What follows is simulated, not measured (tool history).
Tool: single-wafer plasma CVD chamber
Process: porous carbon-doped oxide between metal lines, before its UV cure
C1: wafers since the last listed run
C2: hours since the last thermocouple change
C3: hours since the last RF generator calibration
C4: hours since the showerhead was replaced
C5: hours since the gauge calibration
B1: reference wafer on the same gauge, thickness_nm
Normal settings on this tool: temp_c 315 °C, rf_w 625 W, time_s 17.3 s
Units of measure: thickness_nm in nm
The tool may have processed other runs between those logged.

run 1 hour=0 | temp_c=303 rf_w=625 time_s=17.3 | C1=0 C2=1275.5 C3=943.7 C4=3715.5 C5=204.9 | B1=109.062 | thickness_nm=109.892
run 2 hour=13.9 | temp_c=315 rf_w=585 time_s=17.3 | C1=205 C2=1289.4 C3=957.6 C4=3729.4 C5=218.8 | B1=108.911 | thickness_nm=97.271
run 3 hour=23.7 | temp_c=315 rf_w=625 time_s=17.3 | C1=145 C2=1299.2 C3=967.4 C4=3739.2 C5=228.6 | B1=109.034 | thickness_nm=102.49
run 4 hour=30.6 | temp_c=315 rf_w=625 time_s=17.3 | C1=102 C2=1306.1 C3=974.3 C4=3746.1 C5=235.5 | B1=108.889 | thickness_nm=103.385
run 5 hour=40.5 | temp_c=315 rf_w=625 time_s=17.3 | C1=146 C2=1316 C3=984.2 C4=3756 C5=245.4 | B1=108.974 | thickness_nm=103.363
run 6 hour=50.4 | temp_c=315 rf_w=625 time_s=17.3 | C1=146 C2=1325.9 C3=994.1 C4=3765.9 C5=255.3 | B1=108.995 | thickness_nm=102.473
-- hour=66.1 thermocouple changed; heater temperature recalibrated
run 7 hour=66.6 | temp_c=315 rf_w=625 time_s=17.3 | C1=121 C2=0.5 C3=1010.3 C4=3782.1 C5=271.5 | B1=109.018 | thickness_nm=106.325
run 8 hour=80.1 | temp_c=311 rf_w=625 time_s=17.3 | C1=199 C2=14 C3=1023.8 C4=3795.6 C5=285 | B1=109.063 | thickness_nm=108.367
run 9 hour=94.8 | temp_c=311 rf_w=625 time_s=17.3 | C1=217 C2=28.7 C3=1038.5 C4=3810.3 C5=299.7 | B1=108.973 | thickness_nm=108.466
run 10 hour=107 | temp_c=315 rf_w=625 time_s=17.3 | C1=180 C2=40.9 C3=1050.7 C4=3822.5 C5=311.9 | B1=108.992 | thickness_nm=106.173
run 11 hour=115.8 | temp_c=315 rf_w=625 time_s=17.3 | C1=130 C2=49.7 C3=1059.5 C4=3831.3 C5=320.7 | B1=108.866 | thickness_nm=105.777
run 12 hour=128.2 | temp_c=315 rf_w=625 time_s=17.3 | C1=183 C2=62.1 C3=1071.9 C4=3843.7 C5=333.1 | B1=108.969 | thickness_nm=106.424
run 13 hour=143.6 | temp_c=315 rf_w=625 time_s=17.3 | C1=227 C2=77.5 C3=1087.3 C4=3859.1 C5=348.5 | B1=108.941 | thickness_nm=106.058
run 14 hour=151.2 | temp_c=315 rf_w=625 time_s=17.3 | C1=112 C2=85.1 C3=1094.9 C4=3866.7 C5=356.1 | B1=109.037 | thickness_nm=105.937
run 15 hour=163.4 | temp_c=315 rf_w=625 time_s=17.3 | C1=180 C2=97.3 C3=1107.1 C4=3878.9 C5=368.3 | B1=108.942 | thickness_nm=105.631
run 16 hour=179.1 | temp_c=319 rf_w=625 time_s=17.3 | C1=232 C2=113 C3=1122.8 C4=3894.6 C5=384 | B1=108.927 | thickness_nm=103.506
run 17 hour=195.9 | temp_c=315 rf_w=710 time_s=18.5 | C1=248 C2=129.8 C3=1139.6 C4=3911.4 C5=400.8 | B1=109.122 | thickness_nm=125.706
-- hour=210.5 gauge calibrated
run 18 hour=211.4 | temp_c=328 rf_w=710 time_s=19.7 | C1=229 C2=145.3 C3=1155.1 C4=3926.9 C5=0.9 | B1=108.933 | thickness_nm=123.698
-- hour=220.7 showerhead replaced
run 19 hour=221.2 | temp_c=325 rf_w=625 time_s=14.7 | C1=26 C2=155.1 C3=1164.9 C4=0.5 C5=10.7 | B1=109.057 | thickness_nm=85.73
run 20 hour=231.5 | temp_c=330 rf_w=565 time_s=14.4 | C1=152 C2=165.4 C3=1175.2 C4=10.8 C5=21 | B1=109.136 | thickness_nm=75.044
run 21 hour=256.8 | temp_c=323 rf_w=675 time_s=18.5 | C1=374 C2=190.7 C3=1200.5 C4=36.1 C5=46.3 | B1=108.978 | thickness_nm=114.31
run 22 hour=268.7 | temp_c=329 rf_w=730 time_s=14.7 | C1=176 C2=202.6 C3=1212.4 C4=48 C5=58.2 | B1=108.973 | thickness_nm=94.992
-- hour=278.6 RF generator calibrated
run 23 hour=279.1 | temp_c=328 rf_w=550 time_s=17.3 | C1=35 C2=213 C3=0.5 C4=58.4 C5=68.6 | B1=108.941 | thickness_nm=92.05
run 24 hour=285.7 | temp_c=315 rf_w=525 time_s=17.3 | C1=97 C2=219.6 C3=7.1 C4=65 C5=75.2 | B1=108.956 | thickness_nm=95.002
run 25 hour=299.4 | temp_c=315 rf_w=625 time_s=17.3 | C1=202 C2=233.3 C3=20.8 C4=78.7 C5=88.9 | B1=109.021 | thickness_nm=108.911
run 26 hour=306.6 | temp_c=325 rf_w=585 time_s=19.2 | C1=106 C2=240.5 C3=28 C4=85.9 C5=96.1 | B1=109.05 | thickness_nm=108.183
run 27 hour=316.9 | temp_c=315 rf_w=570 time_s=19.4 | C1=152 C2=250.8 C3=38.3 C4=96.2 C5=106.4 | B1=108.951 | thickness_nm=113.05
run 28 hour=350.7 | temp_c=315 rf_w=625 time_s=17.3 | C1=500 C2=284.6 C3=72.1 C4=130 C5=140.2 | B1=108.979 | thickness_nm=108.868
run 29 hour=362.6 | temp_c=315 rf_w=625 time_s=17.3 | C1=176 C2=296.5 C3=84 C4=141.9 C5=152.1 | B1=108.935 | thickness_nm=108.298
run 30 hour=379.8 | temp_c=315 rf_w=625 time_s=17.3 | C1=254 C2=313.7 C3=101.2 C4=159.1 C5=169.3 | B1=109.003 | thickness_nm=108.165
run 31 hour=388.1 | temp_c=315 rf_w=535 time_s=17.3 | C1=122 C2=322 C3=109.5 C4=167.4 C5=177.6 | B1=108.929 | thickness_nm=95.051
run 32 hour=401 | temp_c=315 rf_w=625 time_s=17.3 | C1=190 C2=334.9 C3=122.4 C4=180.3 C5=190.5 | B1=109.06 | thickness_nm=108.122
run 33 hour=418.6 | temp_c=315 rf_w=625 time_s=17.3 | C1=260 C2=352.5 C3=140 C4=197.9 C5=208.1 | B1=108.927 | thickness_nm=107.821
run 34 hour=450.8 | temp_c=315 rf_w=625 time_s=17.3 | C1=476 C2=384.7 C3=172.2 C4=230.1 C5=240.3 | B1=108.956 | thickness_nm=107.913
run 35 hour=461.1 | temp_c=301 rf_w=745 time_s=17.3 | C1=152 C2=395 C3=182.5 C4=240.4 C5=250.6 | B1=108.953 | thickness_nm=133.866

What if the next run were any one of these 3? Each begins from the tool's condition after run 35:
run A hour=461.5 | temp_c=315 rf_w=625 time_s=17.3 | C1=5 C2=395.4 C3=182.9 C4=240.8 C5=251 | B1=? | thickness_nm=?
run B hour=461.5 | temp_c=325 rf_w=625 time_s=17.3 | C1=5 C2=395.4 C3=182.9 C4=240.8 C5=251 | B1=? | thickness_nm=?
run C hour=461.5 | temp_c=301 rf_w=545 time_s=15.7 | C1=5 C2=395.4 C3=182.9 C4=240.8 C5=251 | B1=? | thickness_nm=?

run=A B1=109.018 thickness_nm=107.824
run=B B1=109.018 thickness_nm=102.191
run=C B1=109.018 thickness_nm=94.775
Without the tool's hidden state the same runs would have given:
run=A thickness_nm=110.393
run=B thickness_nm=104.568
run=C thickness_nm=97.136
